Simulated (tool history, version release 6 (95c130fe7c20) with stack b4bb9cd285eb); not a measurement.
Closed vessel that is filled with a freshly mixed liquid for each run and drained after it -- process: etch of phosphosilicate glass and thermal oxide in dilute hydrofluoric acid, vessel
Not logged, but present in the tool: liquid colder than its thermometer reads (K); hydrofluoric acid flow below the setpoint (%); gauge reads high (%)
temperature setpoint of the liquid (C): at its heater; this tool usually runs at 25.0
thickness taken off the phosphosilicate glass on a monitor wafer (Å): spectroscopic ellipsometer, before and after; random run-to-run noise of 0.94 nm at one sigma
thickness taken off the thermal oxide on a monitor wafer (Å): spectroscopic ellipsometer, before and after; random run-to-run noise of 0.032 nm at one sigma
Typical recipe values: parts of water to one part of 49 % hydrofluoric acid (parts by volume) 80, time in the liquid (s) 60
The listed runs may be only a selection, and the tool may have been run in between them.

run    hour  temperature setpoint of the liquid (C)  parts of water to one part of 49 % hydrofluoric acid (parts by volume)  time in the liquid (s)  wafers since the last listed run  hours since the thermometer was replaced  hours since the hydrofluoric acid flow meter was replaced  hours since the gauge calibration  read-back film thickness of the phosphosilicate glass reference wafer, read on the same gauge (nm)  read-back film thickness of the thermal oxide reference wafer, read on the same gauge (nm)  thickness taken off the phosphosilicate glass on a monitor wafer (Å)  thickness taken off the thermal oxide on a monitor wafer (Å)
  1     0.0                                    25.0                                                                      80                      60                                 0                                    1139.0                                                      446.7                             1254.2                                                                                               60.06                                                                                      39.955                                                                1440.3                                                         33.00
       28.0  -- thermometer replaced
  2    44.2                                    25.0                                                                      80                      60                              2686                                      16.2                                                      490.9                             1298.4                                                                                               60.00                                                                                      40.032                                                                1444.7                                                         33.26
  3   130.5                                    25.0                                                                      80                      60                              5367                                     102.5                                                      577.2                             1384.7                                                                                               60.00                                                                                      40.010                                                                1428.3                                                         32.99
  4   209.4                                    25.0                                                                      80                      60                              4907                                     181.4                                                      656.1                             1463.6                                                                                               60.05                                                                                      39.984                                                                1426.9                                                         32.32
  5   293.8                                    25.0                                                                      80                      60                              5249                                     265.8                                                      740.5                             1548.0                                                                                               59.99                                                                                      40.031                                                                1428.3                                                         33.55
  6   366.8                                    26.5                                                                      80                      85                              4540                                     338.8                                                      813.5                             1621.0                                                                                               59.99                                                                                      39.985                                                                2166.8                                                         49.99
  7   428.2                                    26.5                                                                      80                      85                              3818                                     400.2                                                      874.9                             1682.4                                                                                               59.98                                                                                      40.011                                                                2140.8                                                         48.57
  8   486.6                                    25.0                                                                      55                      45                              3632                                     458.6                                                      933.3                             1740.8                                                                                               60.02                                                                                      39.975                                                                1589.7                                                         37.10
  9   584.3                                    25.0                                                                      80                      60                              6076                                     556.3                                                     1031.0                             1838.5                                                                                               60.01                                                                                      40.023                                                                1411.6                                                         33.05
 10   684.7                                    25.0                                                                      95                      80                              6244                                     656.7                                                     1131.4                             1938.9                                                                                               60.03                                                                                      40.014                                                                1552.4                                                         35.97
 11   767.7                                    25.0                                                                      95                      80                              5162                                     739.7                                                     1214.4                             2021.9                                                                                               60.01                                                                                      39.997                                                                1579.4                                                         36.16
      858.1  -- gauge calibrated
 12   859.1                                    25.0                                                                      80                      60                              5684                                     831.1                                                     1305.8                                1.0                                                                                               60.04                                                                                      40.006                                                                1405.0                                                         32.69
 13   910.9                                    25.0                                                                      50                      35                              3221                                     882.9                                                     1357.6                               52.8                                                                                               59.97                                                                                      40.012                                                                1363.2                                                         31.83
 14   977.6                                    25.0                                                                      80                      60                              4148                                     949.6                                                     1424.3                              119.5                                                                                               60.05                                                                                      40.013                                                                1403.5                                                         32.38
 15  1018.7                                    27.0                                                                      80                      60                              2556                                     990.7                                                     1465.4                              160.6                                                                                               60.01                                                                                      39.975                                                                1501.0                                                         34.80
 16  1062.0                                    25.0                                                                     105                      60                              2693                                    1034.0                                                     1508.7                              203.9                                                                                               59.99                                                                                      40.008                                                                1039.2                                                         24.15
     1092.3  -- thermometer replaced
 17  1120.0                                    25.0                                                                      60                      75                              3545                                      27.7                                                     1566.7                              261.9                                                                                               59.99                                                                                      40.001                                                                2399.9                                                         54.42
 18  1166.8                                    25.0                                                                      60                      45                              2910                                      74.5                                                     1613.5                              308.7                                                                                               59.97                                                                                      40.001                                                                1444.9                                                         33.83
 19  1244.5                                    21.0                                                                     120                      85                              4832                                     152.2                                                     1691.2                              386.4                                                                                               60.04                                                                                      40.029                                                                1077.0                                                         25.13
     1247.6  -- hydrofluoric acid flow meter replaced
 20  1313.7                                    25.0                                                                      80                      60                              4241                                     221.4                                                       66.1                              455.6                                                                                               59.94                                                                                      40.026                                                                1430.5                                                         33.68
 21  1375.5                                    25.0                                                                      80                      60                              3843                                     283.2                                                      127.9                              517.4                                                                                               60.00                                                                                      40.009                                                                1461.8                                                         33.75
 22  1475.3                                    30.0                                                                     100                      60                              6207                                     383.0                                                      227.7                              617.2                                                                                               60.00                                                                                      40.018                                                                1374.7                                                         31.85
 23  1573.4                                    29.5                                                                     115                      60                              6101                                     481.1                                                      325.8                              715.3                                                                                               60.01                                                                                      39.983                                                                1154.6                                                         26.41
 24  1653.0                                    25.0                                                                      60                      85                              4950                                     560.7                                                      405.4                              794.9                                                                                               60.03                                                                                      40.065                                                                2795.6                                                         64.15
 25  1705.1                                    25.0                                                                      65                      60                              3240                                     612.8                                                      457.5                              847.0                                                                                               60.06                                                                                      40.023                                                                1803.1                                                         41.60
 26  1761.3                                    29.0                                                                      50                      90                              3495                                     669.0                                                      513.7                              903.2                                                                                               59.98                                                                                      39.993                                                                4206.5                                                         97.90

For each run, the measured value with the value that run would have given without the tool's hidden condition subtracted. The run-to-run variation is shared by both, the gauge scatter possibly not:
run  thickness taken off the phosphosilicate glass on a monitor wafer (Å)  thickness taken off the thermal oxide on a monitor wafer (Å)
  1                                                                 -18.5                                                         -0.42
  2                                                                 -20.0                                                         -0.46
  3                                                                 -22.3                                                         -0.52
  4                                                                 -24.7                                                         -0.55
  5                                                                 -27.2                                                         -0.64
  6                                                                 -44.7                                                         -1.03
  7                                                                 -47.3                                                         -1.07
  8                                                                 -35.8                                                         -0.83
  9                                                                 -35.8                                                         -0.83
 10                                                                 -43.3                                                         -1.00
 11                                                                 -46.9                                                         -1.08
 12                                                                 -43.9                                                         -1.02
 13                                                                 -42.6                                                         -1.00
 14                                                                 -47.4                                                         -1.09
 15                                                                 -52.4                                                         -1.21
 16                                                                 -38.0                                                         -0.88
 17                                                                 -86.6                                                         -1.97
 18                                                                 -53.5                                                         -1.25
 19                                                                 -43.9                                                         -1.02
 20                                                                  -3.0                                                         -0.07
 21                                                                  -4.8                                                         -0.11
 22                                                                  -7.7                                                         -0.18
 23                                                                  -8.9                                                         -0.20
 24                                                                 -24.7                                                         -0.57
 25                                                                 -18.1                                                         -0.41
 26                                                                 -46.1                                                         -1.08
